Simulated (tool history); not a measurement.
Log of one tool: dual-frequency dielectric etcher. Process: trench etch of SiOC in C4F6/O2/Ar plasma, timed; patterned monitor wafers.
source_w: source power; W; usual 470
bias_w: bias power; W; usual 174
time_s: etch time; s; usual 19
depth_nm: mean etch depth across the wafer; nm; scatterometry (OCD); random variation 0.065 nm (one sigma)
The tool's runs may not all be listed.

| run | day | source_w | bias_w | time_s | read-back reference wafer on the same gauge, depth_nm | depth_nm |
|---|---|---|---|---|---|---|
| 1 | 0 | 500 | 174 | 19 | 37.41 | 44.33 |
| 2 | 2.754 | 500 | 174 | 19 | 37.38 | 44.45 |
| 3 | 4.388 | 500 | 174 | 19 | 37.41 | 44.56 |
| 4 | 6.575 | 470 | 156 | 19 | 37.41 | 42.5 |
| 5 | 7.783 | 470 | 156 | 19 | 37.43 | 42.6 |
| 6 | 10.438 | 470 | 156 | 19 | 37.38 | 42.61 |
| 7 | 11.6 | 470 | 174 | 20.5 | 37.39 | 47.23 |
|  | 13.796 | wet clean of the chamber |
| 8 | 13.817 | 470 | 174 | 20.5 | 37.41 | 46.79 |
|  | 14.579 | source power generator calibrated |
|  | 15.462 | bias power generator calibrated |
|  | 16.75 | upper electrode replaced |
| 9 | 16.771 | 470 | 174 | 20.5 | 37.42 | 46.92 |
| 10 | 19.058 | 470 | 174 | 19 | 37.4 | 43.38 |
| 11 | 21.767 | 470 | 174 | 19 | 37.4 | 43.52 |
| 12 | 24.558 | 470 | 140 | 21.5 | 37.4 | 47.1 |
|  | 24.762 | gauge calibrated |
| 13 | 25.95 | 470 | 174 | 23 | 37.39 | 52.88 |
| 14 | 26.958 | 540 | 174 | 19 | 37.4 | 45.74 |
| 15 | 29.154 | 470 | 146 | 22.5 | 37.38 | 49.75 |
|  | 30.992 | wet clean of the chamber |
| 16 | 31.012 | 470 | 174 | 19 | 37.36 | 43.47 |
| 17 | 32.475 | 430 | 150 | 23.5 | 37.41 | 50.31 |
| 18 | 34.95 | 470 | 174 | 21 | 37.37 | 48.1 |
| 19 | 37.596 | 570 | 216 | 14.5 | 37.42 | 37.46 |
| 20 | 38.858 | 470 | 174 | 19 | 37.41 | 43.42 |
| 21 | 41.471 | 400 | 174 | 19 | 37.41 | 41.11 |
| 22 | 43.396 | 470 | 174 | 13.5 | 37.37 | 31.08 |

3 ways to go on from here, each from the tool as it stands after run 22. What would each give?
| A | 43.412 | 470 | 174 | 16.5 | ? | ? |
| B | 43.412 | 580 | 174 | 19 | ? | ? |
| C | 43.412 | 510 | 174 | 14 | ? | ? |

| run | read-back reference wafer on the same gauge, depth_nm | depth_nm |
|---|---|---|
| A | 37.41 | 37.87 |
| B | 37.41 | 46.92 |
| C | 37.41 | 33.05 |
Without the tool's hidden state the same runs would have given:
| run | depth_nm |
|---|---|
| A | 37.65 |
| B | 46.66 |
| C | 32.86 |
